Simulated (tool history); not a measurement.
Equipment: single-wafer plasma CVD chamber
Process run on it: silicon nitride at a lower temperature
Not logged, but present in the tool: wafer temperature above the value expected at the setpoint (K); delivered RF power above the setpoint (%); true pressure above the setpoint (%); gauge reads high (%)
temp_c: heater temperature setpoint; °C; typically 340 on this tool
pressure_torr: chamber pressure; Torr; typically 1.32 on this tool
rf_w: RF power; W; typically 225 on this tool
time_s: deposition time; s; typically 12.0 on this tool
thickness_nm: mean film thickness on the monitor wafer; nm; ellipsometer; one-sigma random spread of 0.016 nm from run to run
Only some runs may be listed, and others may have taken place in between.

run	hour	temp_c	pressure_torr	rf_w	time_s	wafers since the last listed run	hours since the last thermocouple change	hours since the last RF generator calibration	hours since the last manometer calibration	hours since the showerhead was replaced	hours since the gauge calibration	read-back reference wafer on the same gauge, thickness_nm	thickness_nm
1	0.0	340	1.48	190	12.0	0	2243.2	2232.8	2031.3	2599.9	510.9	11.408	8.505
2	19.7	340	1.48	190	12.0	590	2262.9	2252.5	2051.0	2619.6	530.6	11.402	8.497
3	46.7	340	1.32	225	12.0	809	2289.9	2279.5	2078.0	2646.6	557.6	11.402	9.881
4	77.6	340	1.32	225	12.0	926	2320.8	2310.4	2108.9	2677.5	588.5	11.394	9.916
5	95.0	340	1.32	225	12.0	521	2338.2	2327.8	2126.3	2694.9	605.9	11.397	9.894
6	169.3	343	1.32	225	10.7	2228	2412.5	2402.1	2200.6	2769.2	680.2	11.400	8.832
# hour 207.3: thermocouple changed; heater temperature recalibrated
7	207.8	340	1.32	225	10.6	914	0.5	2440.6	2239.1	2807.7	718.7	11.404	8.717
# hour 225.8: showerhead replaced
8	261.0	340	1.32	225	10.6	1355	53.7	2493.8	2292.3	35.2	771.9	11.403	8.730
9	289.9	340	1.39	225	12.0	866	82.6	2522.7	2321.2	64.1	800.8	11.407	9.971
10	308.2	340	1.39	225	12.0	548	100.9	2541.0	2339.5	82.4	819.1	11.399	10.002
# hour 327.3: RF generator calibrated
11	332.8	340	1.39	225	12.0	497	125.5	5.5	2364.1	107.0	843.7	11.402	10.465
12	350.5	340	1.06	225	10.3	530	143.2	23.2	2381.8	124.7	861.4	11.398	8.589
# hour 351.6: gauge calibrated
13	364.6	340	1.32	225	12.0	422	157.3	37.3	2395.9	138.8	13.0	11.398	10.327
14	387.8	340	1.32	225	14.3	695	180.5	60.5	2419.1	162.0	36.2	11.392	12.248
15	403.1	340	1.32	250	13.2	458	195.8	75.8	2434.4	177.3	51.5	11.399	12.503
16	438.1	327	1.06	200	13.4	1049	230.8	110.8	2469.4	212.3	86.5	11.397	9.921
17	471.3	340	1.56	225	12.0	995	264.0	144.0	2502.6	245.5	119.7	11.395	10.564
18	496.9	346	1.32	210	10.2	767	289.6	169.6	2528.2	271.1	145.3	11.402	8.140
# hour 522.9: capacitance manometer re-zeroed and calibrated
19	524.1	351	1.17	205	13.2	575	316.8	196.8	1.2	298.3	172.5	11.396	10.037
20	549.9	340	1.32	225	12.0	773	342.6	222.6	27.0	324.1	198.3	11.400	10.232
21	589.8	340	1.32	235	12.0	1196	382.5	262.5	66.9	364.0	238.2	11.396	10.648
22	618.2	334	1.64	225	10.7	851	410.9	290.9	95.3	392.4	266.6	11.403	9.468
23	654.0	340	1.41	225	12.0	1073	446.7	326.7	131.1	428.2	302.4	11.397	10.301
24	685.0	340	1.32	265	13.9	929	477.7	357.7	162.1	459.2	333.4	11.397	13.688
25	706.1	352	1.15	240	12.0	632	498.8	378.8	183.2	480.3	354.5	11.397	10.524
26	721.3	326	1.32	225	12.0	455	514.0	394.0	198.4	495.5	369.7	11.404	10.227
27	735.7	331	1.50	265	10.8	431	528.4	408.4	212.8	509.9	384.1	11.399	10.886
28	766.9	340	1.32	225	12.0	935	559.6	439.6	244.0	541.1	415.3	11.405	10.192
29	798.0	340	1.32	225	12.0	932	590.7	470.7	275.1	572.2	446.4	11.405	10.138

Below, some changes in thickness_nm between adjacent runs. For each, the amount present without the hidden state too (settings, incoming material, random variation) and the amount remaining for the hidden state with gauge scatter not shared by both compared results:
Run 8 -> 9: pressure_torr 1.32 -> 1.39, time_s 10.6 -> 12.0. thickness_nm +1.241 nm: hidden state -0.060, all else +1.301.
Run 10 -> 11: RF generator calibrated. thickness_nm +0.463 nm: hidden state +0.457, all else +0.006.
Run 23 -> 24: pressure_torr 1.41 -> 1.32, rf_w 225 -> 265, time_s 12.0 -> 13.9. thickness_nm +3.387 nm: hidden state -0.058, all else +3.445.
Run 24 -> 25: temp_c 340 -> 352, pressure_torr 1.32 -> 1.15, rf_w 265 -> 240, time_s 13.9 -> 12.0. thickness_nm -3.164 nm: hidden state +0.042, all else -3.206.
